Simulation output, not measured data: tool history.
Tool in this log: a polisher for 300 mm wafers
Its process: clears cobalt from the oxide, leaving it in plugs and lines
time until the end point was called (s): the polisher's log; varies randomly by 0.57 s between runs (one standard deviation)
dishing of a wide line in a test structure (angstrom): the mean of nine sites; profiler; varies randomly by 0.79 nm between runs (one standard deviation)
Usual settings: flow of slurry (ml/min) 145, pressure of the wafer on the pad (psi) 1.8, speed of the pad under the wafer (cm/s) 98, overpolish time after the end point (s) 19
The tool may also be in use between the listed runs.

| run | hour | flow of slurry (ml/min) | pressure of the wafer on the pad (psi) | speed of the pad under the wafer (cm/s) | overpolish time after the end point (s) | incoming thickness of the incoming film, nm | time until the end point was called (s) | dishing of a wide line in a test structure (angstrom) |
|---|---|---|---|---|---|---|---|---|
| 1 | 0.0 | 145 | 1.8 | 112 | 19 | 180.2 | 31.2 | 379 |
| 2 | 66.9 | 145 | 1.8 | 114 | 23 | 176.6 | 31.2 | 411 |
| 3 | 113.7 | 145 | 1.8 | 114 | 23 | 178.1 | 31.9 | 411 |
| 4 | 161.7 | 145 | 1.8 | 114 | 23 | 179.2 | 33.1 | 418 |
|  | 186.5 | slurry nozzle cleaned |
| 5 | 191.5 | 145 | 1.8 | 98 | 19 | 179.4 | 35.1 | 366 |
|  | 338.8 | worn pad replaced by a new one |
| 6 | 373.6 | 145 | 1.8 | 114 | 19 | 178.7 | 31.1 | 388 |
| 7 | 419.0 | 145 | 1.8 | 114 | 19 | 179.8 | 31.3 | 387 |
| 8 | 448.5 | 145 | 1.8 | 114 | 19 | 178.5 | 30.8 | 393 |
| 9 | 476.8 | 145 | 1.8 | 98 | 19 | 182.0 | 36.1 | 390 |
|  | 531.4 | head pressure recalibrated |
| 10 | 536.4 | 145 | 1.8 | 98 | 19 | 180.2 | 36.1 | 375 |
| 11 | 566.4 | 145 | 1.8 | 98 | 19 | 180.3 | 35.8 | 380 |
| 12 | 629.9 | 145 | 1.8 | 98 | 19 | 180.2 | 36.6 | 362 |
| 13 | 671.9 | 95 | 2.1 | 98 | 19 | 178.7 | 34.2 | 386 |
| 14 | 699.2 | 130 | 1.8 | 66 | 19 | 180.1 | 55.7 | 315 |
|  | 704.5 | worn pad replaced by a new one |
| 15 | 725.2 | 145 | 1.8 | 98 | 19 | 177.3 | 36.3 | 361 |
| 16 | 791.6 | 180 | 1.8 | 126 | 10 | 179.5 | 27.9 | 322 |

The next listed run, before its measurement:
|  | 835.8 | slurry nozzle cleaned |
| 17 | 848.7 | 115 | 2.3 | 98 | 19 | 178.2 | ? | ? |

time until the end point was called (s): 28.5
dishing of a wide line in a test structure (angstrom): 401
The same run, on a tool lacking any hidden state, would have yielded time until the end point was called (s) 28.2, dishing of a wide line in a test structure (angstrom) 401.
